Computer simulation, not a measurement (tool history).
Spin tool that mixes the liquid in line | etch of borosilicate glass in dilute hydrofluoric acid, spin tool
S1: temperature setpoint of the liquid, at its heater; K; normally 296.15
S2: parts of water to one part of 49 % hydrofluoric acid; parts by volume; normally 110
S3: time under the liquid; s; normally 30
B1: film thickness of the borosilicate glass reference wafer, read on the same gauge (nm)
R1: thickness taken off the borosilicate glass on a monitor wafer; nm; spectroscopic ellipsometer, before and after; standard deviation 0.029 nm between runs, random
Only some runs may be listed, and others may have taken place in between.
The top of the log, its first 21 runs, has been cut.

{"run": 22, "hour": 259.2, "S1": 296.15, "S2": 110, "S3": 30, "B1": 109.99, "R1": 8.14}
{"hour": 264.3, "done": "thermometer replaced"}
{"run": 23, "hour": 271.3, "S1": 296.15, "S2": 110, "S3": 30, "B1": 109.97, "R1": 7.33}
{"run": 24, "hour": 283.9, "S1": 292.65, "S2": 150, "S3": 40, "B1": 109.99, "R1": 5.98}
{"run": 25, "hour": 294.1, "S1": 301.15, "S2": 65, "S3": 30, "B1": 109.98, "R1": 16.04}
{"run": 26, "hour": 309.1, "S1": 296.15, "S2": 75, "S3": 30, "B1": 110.01, "R1": 11.32}
{"run": 27, "hour": 317.0, "S1": 291.65, "S2": 110, "S3": 40, "B1": 110.01, "R1": 8.19}
{"run": 28, "hour": 332.9, "S1": 293.65, "S2": 110, "S3": 30, "B1": 109.99, "R1": 6.74}
{"run": 29, "hour": 340.7, "S1": 296.15, "S2": 130, "S3": 20, "B1": 109.93, "R1": 4.06}
{"run": 30, "hour": 350.4, "S1": 296.15, "S2": 110, "S3": 30, "B1": 110.01, "R1": 7.4}
{"run": 31, "hour": 358.0, "S1": 291.65, "S2": 135, "S3": 40, "B1": 110.01, "R1": 6.51}
{"run": 32, "hour": 374.7, "S1": 298.65, "S2": 165, "S3": 45, "B1": 109.99, "R1": 7.71}
{"run": 33, "hour": 383.8, "S1": 298.65, "S2": 110, "S3": 30, "B1": 110.02, "R1": 8.17}
{"run": 34, "hour": 391.3, "S1": 296.15, "S2": 110, "S3": 30, "B1": 110.0, "R1": 7.38}

3 options for the next run, each taken on its own from the tool as it stands now. Forecast them:
{"run": "A", "hour": 391.7, "S1": 296.15, "S2": 165, "S3": 30, "B1": "?", "R1": "?"}
{"run": "B", "hour": 391.7, "S1": 294.65, "S2": 70, "S3": 20, "B1": "?", "R1": "?"}
{"run": "C", "hour": 391.7, "S1": 294.15, "S2": 145, "S3": 15, "B1": "?", "R1": "?"}

run=A B1=110.02 R1=4.66
run=B B1=110.02 R1=7.69
run=C B1=110.02 R1=2.51
With no hidden state in the tool, these same runs would have given:
run=A R1=4.47
run=B R1=7.39
run=C R1=2.41
